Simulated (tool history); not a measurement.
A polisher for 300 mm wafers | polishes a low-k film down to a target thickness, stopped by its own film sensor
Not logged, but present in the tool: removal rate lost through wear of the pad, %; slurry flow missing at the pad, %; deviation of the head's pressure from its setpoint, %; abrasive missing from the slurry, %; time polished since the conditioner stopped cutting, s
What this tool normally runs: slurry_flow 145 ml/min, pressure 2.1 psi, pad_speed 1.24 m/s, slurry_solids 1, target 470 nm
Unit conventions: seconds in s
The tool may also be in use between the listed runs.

| run | day | slurry_flow | pressure | pad_speed | slurry_solids | target | wafers since the last listed run | wafers polished on this pad | hours since the slurry nozzle was cleaned | hours since the head pressure was calibrated | hours since the slurry blender was calibrated | hours since the conditioning disc was replaced | incoming thickness of the incoming film, nm | seconds |
|---|---|---|---|---|---|---|---|---|---|---|---|---|---|---|
| 1 | 0 | 145 | 2.1 | 1.24 | 1 | 470 | 0 | 941 | 109.5 | 751.4 | 227.7 | 112.2 | 546.2 | 166.3 |
| 2 | 2.771 | 145 | 2.1 | 1.24 | 1 | 470 | 532 | 1474 | 176 | 817.9 | 294.2 | 178.7 | 530 | 134.7 |
|  | 3.242 | slurry blender recalibrated |
| 3 | 4.883 | 145 | 2.1 | 1.24 | 1 | 470 | 389 | 1864 | 226.7 | 868.6 | 39.4 | 229.4 | 540 | 161.9 |
|  | 6.079 | slurry nozzle cleaned |
|  | 6.254 | worn pad replaced by a new one |
| 4 | 8.812 | 145 | 2.1 | 1.24 | 1 | 470 | 715 | 492 | 65.6 | 962.9 | 133.7 | 323.7 | 539.2 | 148.3 |
| 5 | 11.204 | 145 | 2.1 | 1.24 | 1 | 470 | 459 | 951 | 123 | 1020.3 | 191.1 | 381.1 | 536 | 147 |
| 6 | 14.996 | 145 | 2.1 | 1.24 | 1 | 470 | 728 | 1680 | 214 | 1111.3 | 282.1 | 472.1 | 538.6 | 156.5 |
| 7 | 16.946 | 145 | 2.1 | 1.24 | 1 | 470 | 374 | 2055 | 260.8 | 1158.1 | 328.9 | 518.9 | 538.1 | 160.6 |
|  | 17.712 | slurry nozzle cleaned |
|  | 18.142 | worn pad replaced by a new one |
|  | 18.392 | conditioning disc replaced and pad reconditioned |
|  | 18.9 | slurry blender recalibrated |
| 8 | 19.812 | 145 | 2.1 | 1.24 | 0.85 | 470 | 478 | 289 | 50.4 | 1226.9 | 21.9 | 34.1 | 543.6 | 166 |
| 9 | 23.042 | 145 | 2.1 | 1.24 | 1 | 470 | 620 | 909 | 127.9 | 1304.4 | 99.4 | 111.6 | 546.5 | 165.3 |
| 10 | 26.921 | 145 | 2.1 | 1.24 | 1 | 470 | 745 | 1655 | 221 | 1397.5 | 192.5 | 204.7 | 539.9 | 160 |
| 11 | 30.088 | 145 | 2.1 | 1.24 | 1 | 470 | 608 | 2264 | 297 | 1473.5 | 268.5 | 280.7 | 532.5 | 150.8 |
|  | 30.488 | worn pad replaced by a new one |
|  | 31.188 | slurry nozzle cleaned |
|  | 31.817 | head pressure recalibrated |
|  | 32.925 | slurry blender recalibrated |
| 12 | 34.354 | 160 | 2.1 | 0.94 | 1 | 470 | 747 | 703 | 76 | 60.9 | 34.3 | 383.1 | 546.2 | 196.1 |
| 13 | 36.067 | 115 | 2.1 | 1.52 | 1 | 470 | 329 | 1032 | 117.1 | 102 | 75.4 | 424.2 | 544.3 | 143.1 |
| 14 | 39.55 | 180 | 2.1 | 1.02 | 1 | 478 | 669 | 1701 | 200.7 | 185.6 | 159 | 507.8 | 539.9 | 160.1 |
|  | 39.979 | conditioning disc replaced and pad reconditioned |
|  | 42.958 | slurry nozzle cleaned |
| 15 | 43.958 | 170 | 2.1 | 1.24 | 0.75 | 470 | 823 | 2525 | 24 | 291.4 | 264.8 | 95.5 | 547 | 197.4 |
|  | 44.133 | worn pad replaced by a new one |
|  | 46.475 | slurry blender recalibrated |
| 16 | 46.496 | 145 | 2.8 | 1.24 | 1 | 449 | 439 | 438 | 84.9 | 352.3 | 0.5 | 156.4 | 542 | 150.4 |
| 17 | 49.421 | 145 | 1.7 | 1.24 | 1 | 470 | 562 | 1000 | 155.1 | 422.5 | 70.7 | 226.6 | 542.2 | 193.8 |
| 18 | 53.729 | 195 | 1.6 | 0.9 | 1 | 458 | 828 | 1828 | 258.5 | 525.9 | 174.1 | 330 | 550.5 | 330.3 |

Expected results for the next run?
| 19 | 55.708 | 145 | 1.7 | 1.24 | 1.15 | 470 | 380 | 2208 | 306 | 573.4 | 221.6 | 377.5 | 544.2 | ? |

Run 19 measured seconds 209.9 s.
With the hidden condition absent and the run-to-run variation left alone, this run would have shown seconds 188.1 s.
